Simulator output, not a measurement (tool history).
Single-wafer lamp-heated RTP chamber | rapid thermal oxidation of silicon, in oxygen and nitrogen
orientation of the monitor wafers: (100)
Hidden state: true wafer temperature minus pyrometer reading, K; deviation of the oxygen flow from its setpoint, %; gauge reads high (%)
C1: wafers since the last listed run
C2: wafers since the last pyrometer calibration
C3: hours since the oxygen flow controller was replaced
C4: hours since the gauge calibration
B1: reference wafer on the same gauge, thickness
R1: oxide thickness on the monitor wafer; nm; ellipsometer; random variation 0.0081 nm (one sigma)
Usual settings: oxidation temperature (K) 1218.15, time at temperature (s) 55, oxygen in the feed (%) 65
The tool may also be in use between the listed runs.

Run 1, hour 0: usual settings but time at temperature (s) 46, oxygen in the feed (%) 88; C1 0; C2 5347; C3 4999.6; C4 215.7; B1 2.6. Result: R1 3.383 nm.
Run 2, hour 12.9: usual settings but oxidation temperature (K) 1210.15, time at temperature (s) 45; C1 82; C2 5429; C3 5012.5; C4 228.6; B1 2.6. Result: R1 2.963 nm.
Run 3, hour 24.2: usual settings but oxidation temperature (K) 1210.15, time at temperature (s) 45; C1 71; C2 5501; C3 5023.8; C4 239.9; B1 2.601. Result: R1 2.956 nm.
Run 4, hour 40.7: usual settings but oxidation temperature (K) 1210.15, time at temperature (s) 45; C1 104; C2 5606; C3 5040.3; C4 256.4; B1 2.6. Result: R1 2.954 nm.
Run 5, hour 52.8: usual settings; C1 76; C2 5683; C3 5052.4; C4 268.5; B1 2.6. Result: R1 3.329 nm.
Run 6, hour 64.8: usual settings; C1 76; C2 5759; C3 5064.4; C4 280.5; B1 2.6. Result: R1 3.337 nm.
Run 7, hour 71.8: usual settings; C1 44; C2 5804; C3 5071.4; C4 287.5; B1 2.6. Result: R1 3.334 nm.
Run 8, hour 80.7: usual settings; C1 56; C2 5860; C3 5080.3; C4 296.4; B1 2.6. Result: R1 3.336 nm.
Run 9, hour 94.1: usual settings; C1 85; C2 5945; C3 5093.7; C4 309.8; B1 2.6. Result: R1 3.339 nm.
Run 10, hour 110.9: usual settings; C1 106; C2 6052; C3 5110.5; C4 326.6; B1 2.6. Result: R1 3.333 nm.
At hour 119.9: gauge calibrated.
Run 11, hour 121.6: usual settings but oxygen in the feed (%) 47; C1 68; C2 6120; C3 5121.2; C4 1.7; B1 2.6. Result: R1 3.064 nm.
Run 12, hour 136.7: usual settings but oxygen in the feed (%) 47; C1 95; C2 6216; C3 5136.3; C4 16.8; B1 2.599. Result: R1 3.065 nm.
Run 13, hour 142.9: usual settings but oxygen in the feed (%) 47; C1 39; C2 6256; C3 5142.5; C4 23; B1 2.601. Result: R1 3.062 nm.
Run 14, hour 160.7: usual settings; C1 113; C2 6369; C3 5160.3; C4 40.8; B1 2.6. Result: R1 3.337 nm.
Run 15, hour 172.3: usual settings but oxidation temperature (K) 1211.15; C1 73; C2 6443; C3 5171.9; C4 52.4; B1 2.599. Result: R1 3.201 nm.
Run 16, hour 215.6: usual settings but oxidation temperature (K) 1211.15; C1 275; C2 6718; C3 5215.2; C4 95.7; B1 2.599. Result: R1 3.198 nm.
Run 17, hour 223.4: usual settings but oxidation temperature (K) 1244.15, time at temperature (s) 43, oxygen in the feed (%) 45; C1 49; C2 6767; C3 5223; C4 103.5; B1 2.599. Result: R1 3.236 nm.
At hour 262.4: oxygen flow controller replaced.
Run 18, hour 262.9: usual settings but oxidation temperature (K) 1190.15; C1 200; C2 6968; C3 0.5; C4 143; B1 2.602. Result: R1 2.833 nm.
Run 19, hour 263.4: usual settings; C1 3; C2 6971; C3 1; C4 143.5; B1 2.6. Result: R1 3.334 nm.
At hour 272.7: pyrometer window cleaned and pyrometer calibrated.
Run 20, hour 273.2: usual settings; C1 11; C2 3; C3 10.8; C4 153.3; B1 2.6. Result: R1 3.188 nm.
Run 21, hour 279.9: usual settings but time at temperature (s) 47, oxygen in the feed (%) 79; C1 42; C2 46; C3 17.5; C4 160; B1 2.6. Result: R1 3.162 nm.
Run 22, hour 293.5: usual settings but time at temperature (s) 72; C1 86; C2 132; C3 31.1; C4 173.6; B1 2.6. Result: R1 3.538 nm.
Run 23, hour 303.9: usual settings but oxidation temperature (K) 1238.15; C1 66; C2 198; C3 41.5; C4 184; B1 2.599. Result: R1 3.64 nm.
Run 24, hour 312.1: usual settings but oxidation temperature (K) 1228.15; C1 52; C2 250; C3 49.7; C4 192.2; B1 2.6. Result: R1 3.401 nm.
Run 25, hour 325.7: usual settings; C1 86; C2 337; C3 63.3; C4 205.8; B1 2.601. Result: R1 3.201 nm.
Run 26, hour 339: usual settings; C1 84; C2 421; C3 76.6; C4 219.1; B1 2.6. Result: R1 3.225 nm.
Run 27, hour 355.3: usual settings but time at temperature (s) 40, oxygen in the feed (%) 95; C1 103; C2 525; C3 92.9; C4 235.4; B1 2.6. Result: R1 3.184 nm.
Run 28, hour 364.7: usual settings but oxidation temperature (K) 1226.15; C1 59; C2 585; C3 102.3; C4 244.8; B1 2.602. Result: R1 3.37 nm.
Run 29, hour 372.6: usual settings but oxidation temperature (K) 1235.15, time at temperature (s) 43; C1 50; C2 635; C3 110.2; C4 252.7; B1 2.6. Result: R1 3.272 nm.
Run 30, hour 390.6: usual settings but oxidation temperature (K) 1244.15, time at temperature (s) 75, oxygen in the feed (%) 78; C1 114; C2 749; C3 128.2; C4 270.7; B1 2.6. Result: R1 4.637 nm.
Run 31, hour 398.3: usual settings; C1 48; C2 798; C3 135.9; C4 278.4; B1 2.601. Result: R1 3.23 nm.
Run 32, hour 414.9: usual settings but oxidation temperature (K) 1207.15, time at temperature (s) 75; C1 105; C2 904; C3 152.5; C4 295; B1 2.599. Result: R1 3.371 nm.
Run 33, hour 430.6: usual settings but oxidation temperature (K) 1208.15, oxygen in the feed (%) 89; C1 99; C2 1003; C3 168.2; C4 310.7; B1 2.6. Result: R1 3.312 nm.
At hour 431.8: gauge calibrated.
Run 34, hour 446.9: usual settings but time at temperature (s) 76, oxygen in the feed (%) 81; C1 103; C2 1107; C3 184.5; C4 15.1; B1 2.6. Result: R1 3.917 nm.
Run 35, hour 460.5: usual settings; C1 86; C2 1194; C3 198.1; C4 28.7; B1 2.6. Result: R1 3.245 nm.
Run 36, hour 476.8: usual settings but oxidation temperature (K) 1207.15, time at temperature (s) 77, oxygen in the feed (%) 94; C1 103; C2 1297; C3 214.4; C4 45; B1 2.6. Result: R1 3.826 nm.
Run 37, hour 488: usual settings but oxidation temperature (K) 1189.15, time at temperature (s) 40, oxygen in the feed (%) 82; C1 71; C2 1368; C3 225.6; C4 56.2; B1 2.6. Result: R1 2.643 nm.
Run 38, hour 497.9: usual settings; C1 62; C2 1431; C3 235.5; C4 66.1; B1 2.6. Result: R1 3.257 nm.
Run 39, hour 508.2: usual settings but oxygen in the feed (%) 51; C1 65; C2 1497; C3 245.8; C4 76.4; B1 2.601. Result: R1 3.061 nm.

Some steps in R1 between neighbouring runs. How much of each would the tool show without its hidden state too (settings, what came in, random variation), and how much is left for the hidden state, with any gauge scatter that isn't in both results?
Run 18 -> 19: oxidation temperature (K) 1190.15 -> 1218.15. R1 +0.501 nm: hidden state +0.056, all else +0.445.
Run 19 -> 20: pyrometer window cleaned and pyrometer calibrated. R1 -0.146 nm: hidden state -0.158, all else +0.012.
Run 29 -> 30: oxidation temperature (K) 1235.15 -> 1244.15, time at temperature (s) 43 -> 75, oxygen in the feed (%) 65 -> 78. R1 +1.365 nm: hidden state +0.051, all else +1.314.
Run 30 -> 31: oxidation temperature (K) 1244.15 -> 1218.15, time at temperature (s) 75 -> 55, oxygen in the feed (%) 78 -> 65. R1 -1.407 nm: hidden state -0.044, all else -1.363.
Run 36 -> 37: oxidation temperature (K) 1207.15 -> 1189.15, time at temperature (s) 77 -> 40, oxygen in the feed (%) 94 -> 82. R1 -1.183 nm: hidden state -0.066, all else -1.117.
